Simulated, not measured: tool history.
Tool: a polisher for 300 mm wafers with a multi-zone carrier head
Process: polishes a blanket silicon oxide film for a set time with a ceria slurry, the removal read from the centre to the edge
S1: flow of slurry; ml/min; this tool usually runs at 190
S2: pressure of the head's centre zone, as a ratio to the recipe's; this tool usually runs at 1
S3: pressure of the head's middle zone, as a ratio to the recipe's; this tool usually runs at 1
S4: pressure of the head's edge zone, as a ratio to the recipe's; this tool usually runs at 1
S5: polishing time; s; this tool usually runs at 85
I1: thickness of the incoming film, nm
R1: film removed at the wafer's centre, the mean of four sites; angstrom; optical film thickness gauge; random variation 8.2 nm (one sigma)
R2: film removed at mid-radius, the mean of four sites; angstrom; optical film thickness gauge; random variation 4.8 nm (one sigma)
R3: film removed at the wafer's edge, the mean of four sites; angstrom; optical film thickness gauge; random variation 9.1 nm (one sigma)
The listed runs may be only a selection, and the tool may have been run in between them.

Run 1, hour 0: usual settings but S4 1.09; I1 1886.6. Result: R1 6369 angstrom, R2 6108 angstrom, R3 6175 angstrom.
Run 2, hour 23: usual settings but S4 1.09; I1 1888.5. Result: R1 6122 angstrom, R2 5969 angstrom, R3 6077 angstrom.
Run 3, hour 56.2: usual settings; I1 1929. Result: R1 5992 angstrom, R2 5958 angstrom, R3 5728 angstrom.
At hour 78.3: worn pad replaced by a new one.
Run 4, hour 90.4: usual settings; I1 1879.8. Result: R1 6442 angstrom, R2 6400 angstrom, R3 6225 angstrom.
Run 5, hour 121.5: usual settings; I1 1902.4. Result: R1 6266 angstrom, R2 6116 angstrom, R3 5875 angstrom.
Run 6, hour 156.5: usual settings; I1 1878.2. Result: R1 6007 angstrom, R2 5895 angstrom, R3 5876 angstrom.
Run 7, hour 181.3: usual settings but S2 0.96; I1 1867.4. Result: R1 5672 angstrom, R2 5812 angstrom, R3 5759 angstrom.
Run 8, hour 197.1: usual settings but S2 0.96; I1 1896.7. Result: R1 5702 angstrom, R2 5784 angstrom, R3 5599 angstrom.
At hour 206.1: carrier head's membrane replaced by a new one.
Run 9, hour 216.3: usual settings but S2 0.96; I1 1873.7. Result: R1 5566 angstrom, R2 5733 angstrom, R3 5679 angstrom.
Run 10, hour 233.1: usual settings but S2 0.9, S3 1.06, S5 99 s; I1 1873.3. Result: R1 6048 angstrom, R2 6840 angstrom, R3 6544 angstrom.
At hour 245.4: worn pad replaced by a new one.
At hour 256.5: edge zone pressure recalibrated.
At hour 257.8: slurry nozzle cleaned.
At hour 296: centre zone pressure recalibrated.
Run 11, hour 303.1: usual settings but S3 1.08; I1 1858.3. Result: R1 6293 angstrom, R2 6461 angstrom, R3 5901 angstrom.
Run 12, hour 323.7: usual settings but S1 135 ml/min; I1 1911.8. Result: R1 5561 angstrom, R2 5531 angstrom, R3 5489 angstrom.
Run 13, hour 343.8: usual settings but S5 66 s; I1 1897.4. Result: R1 4709 angstrom, R2 4592 angstrom, R3 4605 angstrom.
Run 14, hour 356.8: usual settings but S4 1.08; I1 1892.3. Result: R1 5934 angstrom, R2 5923 angstrom, R3 5916 angstrom.

The next listed run, before its measurement:
Run 15, hour 372.1: usual settings but S2 0.95, S4 1.11; I1 1912.3. Result: R1 ?, R2 ?, R3 ?.

{"run 15": {"R1": 5717, "R2": 5873, "R3": 5978}}
Take away the tool's hidden state, keep the run-to-run variation as it was, and the same run would have given R1 6630 angstrom, R2 6808 angstrom, R3 6922 angstrom.

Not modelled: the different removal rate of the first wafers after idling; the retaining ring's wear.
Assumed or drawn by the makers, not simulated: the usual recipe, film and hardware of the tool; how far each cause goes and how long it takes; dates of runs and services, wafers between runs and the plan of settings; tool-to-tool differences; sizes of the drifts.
